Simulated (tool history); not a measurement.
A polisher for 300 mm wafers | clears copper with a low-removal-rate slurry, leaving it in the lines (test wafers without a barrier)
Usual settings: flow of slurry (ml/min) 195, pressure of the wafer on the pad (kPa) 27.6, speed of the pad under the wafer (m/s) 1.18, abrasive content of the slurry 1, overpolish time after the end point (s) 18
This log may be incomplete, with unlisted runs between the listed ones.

run,hour,flow of slurry (ml/min),pressure of the wafer on the pad (kPa),speed of the pad under the wafer (m/s),abrasive content of the slurry,overpolish time after the end point (s),wafers since the last listed run,wafers polished on this pad,hours since the slurry nozzle was cleaned,hours since the head pressure was calibrated,hours since the slurry blender was calibrated,"incoming thickness of the incoming film, nm",time until the end point was called (s),dishing of a wide line in a test structure (nm)
1,0,195,27.6,1.18,1,18,0,3883,180.5,346.7,277.9,464.9,87.5,33
# hour 40.5: worn pad replaced by a new one
2,64.2,195,27.6,1.18,1,18,587,231,244.7,410.9,342.1,461.7,87.5,33.2
# hour 163: slurry blender recalibrated
# hour 297.4: slurry nozzle cleaned
3,366.5,195,27.6,1.18,1,18,2920,3152,69.1,713.2,203.5,477.1,86.9,33.2
4,418.2,195,27.6,1.18,1,18,504,3656,120.8,764.9,255.2,461,85.1,33.3
5,507.5,195,27.6,1.18,1,18,871,4528,210.1,854.2,344.5,473.1,88,33
# hour 526.1: worn pad replaced by a new one
6,572.4,195,27.6,1.18,1,18,594,451,275,919.1,409.4,473.3,85.4,33
7,635,195,20.7,1.32,1,18,610,1062,337.6,981.7,472,471.4,93.9,32.2
# hour 655: slurry blender recalibrated
8,684.2,195,31.7,1.18,1,14,460,1522,386.8,1030.9,29.2,474.8,80,31.3
9,778.5,195,31.7,1.18,1,14,920,2443,481.1,1125.2,123.5,467.6,80.6,30.9
# hour 801.9: slurry nozzle cleaned
10,867.8,195,31.7,1.18,1,14,861,3304,65.9,1214.5,212.8,468,77.7,30.4
11,925.1,195,27.6,1.18,1,18,559,3863,123.2,1271.8,270.1,477.5,88.3,33.5
12,978.8,195,27.6,1.18,1,18,524,4387,176.9,1325.5,323.8,469,87.4,33.2
# hour 989.9: worn pad replaced by a new one
13,1021.9,195,27.6,1.18,1,18,381,312,220,1368.6,366.9,467.6,85,33.4
# hour 1026.9: slurry blender recalibrated
14,1073,195,27.6,1.18,1,18,479,791,271.1,1419.7,46.1,470.9,88.3,32.7
15,1153.1,195,27.6,1.18,1,18,781,1573,351.2,1499.8,126.2,474.5,86.3,33.2
16,1225.6,225,27.6,1.54,1,18,707,2280,423.7,1572.3,198.7,476.8,66.1,35.6
# hour 1228.6: head pressure recalibrated
# hour 1258.1: slurry nozzle cleaned
17,1316.8,195,27.6,0.78,0.75,18,860,3141,58.7,88.2,289.9,468.2,158.6,24.5
18,1352.9,195,27.6,1.4,1,18,352,3493,94.8,124.3,326,473.4,85.7,33.6
# hour 1436.4: worn pad replaced by a new one
19,1442.9,195,19.3,1.18,1,18,839,63,184.8,214.3,416,475.3,122.8,28.4
# hour 1450.2: slurry blender recalibrated
20,1513.2,195,27.6,1.18,1,18,666,729,255.1,284.6,63,475.8,101.5,30.9
# hour 1632: head pressure recalibrated, repeated, since the last time left the tool worse
21,1681.4,165,21.4,1.18,1.25,18,1621,2351,423.3,49.4,231.2,474.9,103,30.6
22,1756.5,195,27.6,1.18,1,18,732,3084,498.4,124.5,306.3,468.9,91.6,32.8
# hour 1835.1: worn pad replaced by a new one
23,1853.4,195,27.6,1.18,1,18,906,178,595.3,221.4,403.2,466.8,87.6,32.4
# hour 1866: slurry nozzle cleaned
# hour 1877: slurry blender recalibrated
24,1954.1,195,18.6,1.36,0.85,18,953,1131,88.1,322.1,77.1,468.5,103.1,30.8
25,2057,195,27.6,1.06,1,18,1004,2135,191,425,180,473.8,98.7,31.4
26,2157.4,135,31.7,1.44,1,18,979,3115,291.4,525.4,280.4,461.9,67.6,36.5

Branching from run 26: 5 alternative next runs. What would each branch give?
A,2157.9,195,27.6,1.18,1,18,4,3120,291.9,525.9,280.9,467.6,?,?
B,2157.9,135,20,1.44,1,22,4,3120,291.9,525.9,280.9,467.6,?,?
C,2157.9,260,27.6,1.06,1.1,12,4,3120,291.9,525.9,280.9,467.6,?,?
D,2157.9,195,27.6,1.06,0.8,18,4,3120,291.9,525.9,280.9,467.6,?,?
E,2157.9,230,24.1,1.18,1.3,18,4,3120,291.9,525.9,280.9,467.6,?,?

run,time until the end point was called (s),dishing of a wide line in a test structure (nm)
A,87.9,33.3
B,91.8,34.8
C,93.2,27
D,102.7,31.3
E,89.1,33
Stripped of hidden state, with their random variation kept, the same runs would have yielded:
run,time until the end point was called (s),dishing of a wide line in a test structure (nm)
A,91.4,32.8
B,95.4,34.3
C,96.8,26.4
D,106.7,30.8
E,92.5,32.5
